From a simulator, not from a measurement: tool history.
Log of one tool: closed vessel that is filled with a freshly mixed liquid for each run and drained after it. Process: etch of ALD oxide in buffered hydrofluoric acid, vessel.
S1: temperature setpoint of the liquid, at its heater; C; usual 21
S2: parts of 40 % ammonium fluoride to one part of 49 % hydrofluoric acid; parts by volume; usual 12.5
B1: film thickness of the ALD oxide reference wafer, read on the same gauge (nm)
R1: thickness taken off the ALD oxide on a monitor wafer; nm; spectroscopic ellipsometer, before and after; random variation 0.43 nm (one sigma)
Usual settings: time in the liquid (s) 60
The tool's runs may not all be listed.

run 1 hour=0 | S1=21 S2=9 time_in_the_liquid_(s)=60 | B1=130.02 | R1=138.18
run 2 hour=53.7 | S1=21 S2=9 time_in_the_liquid_(s)=60 | B1=130.04 | R1=137.79
run 3 hour=152.4 | S1=21 S2=12.5 time_in_the_liquid_(s)=60 | B1=130.01 | R1=102.9
run 4 hour=234.6 | S1=21 S2=12.5 time_in_the_liquid_(s)=60 | B1=130 | R1=101.98
run 5 hour=277.1 | S1=21 S2=12.5 time_in_the_liquid_(s)=60 | B1=130.01 | R1=102.69
run 6 hour=319 | S1=21 S2=12.5 time_in_the_liquid_(s)=60 | B1=130.03 | R1=101.95
run 7 hour=361.7 | S1=21 S2=12.5 time_in_the_liquid_(s)=60 | B1=129.97 | R1=101.68
run 8 hour=467 | S1=21 S2=12.5 time_in_the_liquid_(s)=60 | B1=129.97 | R1=101.38
-- hour=500.4 hydrofluoric acid flow meter replaced
run 9 hour=543.2 | S1=21 S2=12.5 time_in_the_liquid_(s)=60 | B1=130.01 | R1=103.48
run 10 hour=625.3 | S1=21 S2=12.5 time_in_the_liquid_(s)=60 | B1=129.98 | R1=103.69
run 11 hour=669.9 | S1=21 S2=12.5 time_in_the_liquid_(s)=50 | B1=129.99 | R1=86.2
run 12 hour=756.1 | S1=21 S2=16 time_in_the_liquid_(s)=60 | B1=130.04 | R1=81.48
run 13 hour=853.5 | S1=21 S2=16.5 time_in_the_liquid_(s)=30 | B1=130.02 | R1=39.21
run 14 hour=893.5 | S1=21 S2=12.5 time_in_the_liquid_(s)=60 | B1=130.01 | R1=102.52
run 15 hour=931.2 | S1=17.5 S2=15.5 time_in_the_liquid_(s)=75 | B1=130.02 | R1=85.04
-- hour=1185.4 hydrofluoric acid flow meter replaced
run 16 hour=1216.8 | S1=17.5 S2=12.5 time_in_the_liquid_(s)=35 | B1=130 | R1=49.89
run 17 hour=1285.3 | S1=21 S2=12.5 time_in_the_liquid_(s)=60 | B1=129.99 | R1=104.42
run 18 hour=1359.5 | S1=24 S2=17.5 time_in_the_liquid_(s)=30 | B1=130.02 | R1=43.91
run 19 hour=1440.2 | S1=18.5 S2=11 time_in_the_liquid_(s)=50 | B1=129.96 | R1=85.35
-- hour=1469.9 gauge calibrated
run 20 hour=1520.2 | S1=25.5 S2=15 time_in_the_liquid_(s)=50 | B1=130.01 | R1=92.31
run 21 hour=1591.4 | S1=21 S2=12.5 time_in_the_liquid_(s)=60 | B1=130.05 | R1=102.6
-- hour=1602.3 thermometer replaced
run 22 hour=1668.5 | S1=24 S2=8.5 time_in_the_liquid_(s)=30 | B1=129.99 | R1=85.6
run 23 hour=1743.2 | S1=17.5 S2=15.5 time_in_the_liquid_(s)=60 | B1=130.02 | R1=67.95
run 24 hour=1812.8 | S1=21 S2=12.5 time_in_the_liquid_(s)=60 | B1=129.98 | R1=102.27
run 25 hour=1876.7 | S1=17.5 S2=8.5 time_in_the_liquid_(s)=80 | B1=130.03 | R1=157.89
-- hour=1884.9 hydrofluoric acid flow meter replaced
run 26 hour=1967.6 | S1=21 S2=12.5 time_in_the_liquid_(s)=60 | B1=129.97 | R1=103.07
run 27 hour=2005.4 | S1=17 S2=9.5 time_in_the_liquid_(s)=30 | B1=130 | R1=53.48
run 28 hour=2060.8 | S1=18.5 S2=15 time_in_the_liquid_(s)=40 | B1=129.99 | R1=50.02
run 29 hour=2131.3 | S1=17.5 S2=16.5 time_in_the_liquid_(s)=40 | B1=130.02 | R1=43.12
run 30 hour=2227.1 | S1=21 S2=8.5 time_in_the_liquid_(s)=90 | B1=130.06 | R1=218.33
run 31 hour=2284.9 | S1=21 S2=14 time_in_the_liquid_(s)=60 | B1=129.99 | R1=91.73
run 32 hour=2376.1 | S1=21 S2=12.5 time_in_the_liquid_(s)=40 | B1=129.99 | R1=67.93
run 33 hour=2472.9 | S1=24 S2=15.5 time_in_the_liquid_(s)=30 | B1=130.03 | R1=48.62
run 34 hour=2519.3 | S1=21 S2=12.5 time_in_the_liquid_(s)=60 | B1=129.99 | R1=102.28

Forecast each of these 4 alternatives for the next run:
run A hour=2520 | S1=21 S2=12.5 time_in_the_liquid_(s)=60 | B1=? | R1=?
run B hour=2520 | S1=25 S2=14 time_in_the_liquid_(s)=80 | B1=? | R1=?
run C hour=2520 | S1=21 S2=17 time_in_the_liquid_(s)=60 | B1=? | R1=?
run D hour=2520 | S1=21 S2=15.5 time_in_the_liquid_(s)=80 | B1=? | R1=?

run=A B1=129.99 R1=101.86
run=B B1=129.99 R1=151.4
run=C B1=129.99 R1=75.28
run=D B1=129.99 R1=109.94
Without the tool's hidden state the same runs would have given:
run=A R1=104.26
run=B R1=154.98
run=C R1=77.07
run=D R1=112.55
